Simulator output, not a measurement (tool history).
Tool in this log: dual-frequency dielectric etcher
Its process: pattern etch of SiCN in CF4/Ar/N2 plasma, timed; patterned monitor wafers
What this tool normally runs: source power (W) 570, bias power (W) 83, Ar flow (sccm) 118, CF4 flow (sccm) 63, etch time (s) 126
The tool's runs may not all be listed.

run     day  source power (W)  bias power (W)  Ar flow (sccm)  CF4 flow (sccm)  etch time (s)  wafers since the last listed run  hours since the last wet clean  hours since the last source power generator calibration  hours since the last bias power generator calibration  hours since the last Ar flow controller change  hours since the last CF4 flow controller change  hours since the last upper electrode change  hours since the gauge calibration  read-back reference wafer on the same gauge, depth_nm  mean etch depth across the wafer (nm)
  1       0               570              83             118               63            126                                 0                            62.4                                                   2225.9                                                 4301.9                                            5017                                           3917.8                                         63.9                             1127.7                                                    115                                  128.7
  2   1.804               570              83             118               63            126                               383                           105.7                                                   2269.2                                                 4345.2                                          5060.3                                           3961.1                                        107.2                               1171                                                  115.2                                  129.7
  3   2.821               570              83             118               63            126                               215                           130.1                                                   2293.6                                                 4369.6                                          5084.7                                           3985.5                                        131.6                             1195.4                                                  115.2                                  130.8
      3.762  -- bias power generator calibrated
  4   5.554               570              83             118               63            126                               545                           195.7                                                   2359.2                                                     43                                          5150.3                                           4051.1                                        197.2                               1261                                                  114.7                                  130.6
      7.062  -- source power generator calibrated
  5    7.55               570              83             118               63            126                               388                           243.6                                                     11.7                                                   90.9                                          5198.2                                             4099                                        245.1                             1308.9                                                  114.9                                  131.2
  6     9.6               570              83             118               63            126                               435                           292.8                                                     60.9                                                  140.1                                          5247.4                                           4148.2                                        294.3                             1358.1                                                  114.9                                  131.6
  7  11.104               650              83             118               63             92                               319                           328.9                                                       97                                                  176.2                                          5283.5                                           4184.3                                        330.4                             1394.2                                                  115.1                                  116.1
  8  13.033               570              83             118               55            126                               409                           375.2                                                    143.3                                                  222.5                                          5329.8                                           4230.6                                        376.7                             1440.5                                                  114.9                                  129.4
  9  14.162               570              98             118               68            113                               239                           402.3                                                    170.4                                                  249.6                                          5356.9                                           4257.7                                        403.8                             1467.6                                                    115                                  127.1
     14.817  -- gauge calibrated
 10  16.517               570              63              98               55            111                               500                           458.8                                                    226.9                                                  306.1                                          5413.4                                           4314.2                                        460.3                               40.8                                                  115.1                                  102.1
     17.833  -- wet clean of the chamber
 11  18.271               570              89             118               63            126                               160                            10.5                                                      269                                                  348.2                                          5455.5                                           4356.3                                        502.4                               82.9                                                    115                                  134.7
     19.167  -- CF4 flow controller replaced
 12  19.875               570              63              98               55            111                               287                              49                                                    307.5                                                  386.7                                            5494                                               17                                        540.9                              121.4                                                  115.2                                  101.6
     20.425  -- Ar flow controller replaced
 13  21.817               570              83             118               55            126                               359                            95.6                                                    354.1                                                  433.3                                            33.4                                             63.6                                        587.5                                168                                                    115                                  127.9
 14  23.021               530              83             145               63          162.5                               255                           124.5                                                      383                                                  462.2                                            62.3                                             92.5                                        616.4                              196.9                                                  114.8                                  145.4
 15  25.242               570              95              98               69            126                               471                           177.8                                                    436.3                                                  515.5                                           115.6                                            145.8                                        669.7                              250.2                                                  114.9                                  143.3
 16  26.521               570              89             106               49           92.5                               271                           208.5                                                      467                                                  546.2                                           146.3                                            176.5                                        700.4                              280.9                                                  115.1                                   98.2
 17  28.738               570              72             118               63            126                               470                           261.7                                                    520.2                                                  599.4                                           199.5                                            229.7                                        753.6                              334.1                                                  114.9                                  123.1
 18  34.367               570              83             118               63            126                              1195                           396.8                                                    655.3                                                  734.5                                           334.6                                            364.8                                        888.7                              469.2                                                  114.7                                  131.8
 19  36.912               570              68             118               70            137                               540                           457.9                                                    716.4                                                  795.6                                           395.7                                            425.9                                        949.8                              530.3                                                  115.1                                  130.9
      39.25  -- wet clean of the chamber
 20  39.271               470              94             118               52            126                               288                             0.5                                                      773                                                  852.2                                           452.3                                            482.5                                       1006.4                              586.9                                                  115.1                                   96.8

Each row is a separate what-if for the run after 20, all from the same tool condition, not one after another. Results?
  A  39.292               570              83             118               63            126                                 4                               1                                                    773.5                                                  852.7                                           452.8                                              483                                       1006.9                              587.4                                                      ?                                      ?
  B  39.292               510              83             118               63            126                                 4                               1                                                    773.5                                                  852.7                                           452.8                                              483                                       1006.9                              587.4                                                      ?                                      ?
  C  39.292               570              83             137               63            126                                 4                               1                                                    773.5                                                  852.7                                           452.8                                              483                                       1006.9                              587.4                                                      ?                                      ?
  D  39.292               570              83             132               78            126                                 4                               1                                                    773.5                                                  852.7                                           452.8                                              483                                       1006.9                              587.4                                                      ?                                      ?
  E  39.292               570              83             118               63            112                                 4                               1                                                    773.5                                                  852.7                                           452.8                                              483                                       1006.9                              587.4                                                      ?                                      ?

run  read-back reference wafer on the same gauge, depth_nm  mean etch depth across the wafer (nm)
  A                                                  114.9                                  130.7
  B                                                  114.9                                  108.3
  C                                                  114.9                                  128.4
  D                                                  114.9                                  132.5
  E                                                  114.9                                  116.2
Had the tool no hidden state, the same runs would have come out as:
run  mean etch depth across the wafer (nm)
  A                                  130.4
  B                                  108.1
  C                                  128.2
  D                                  132.3
  E                                    116
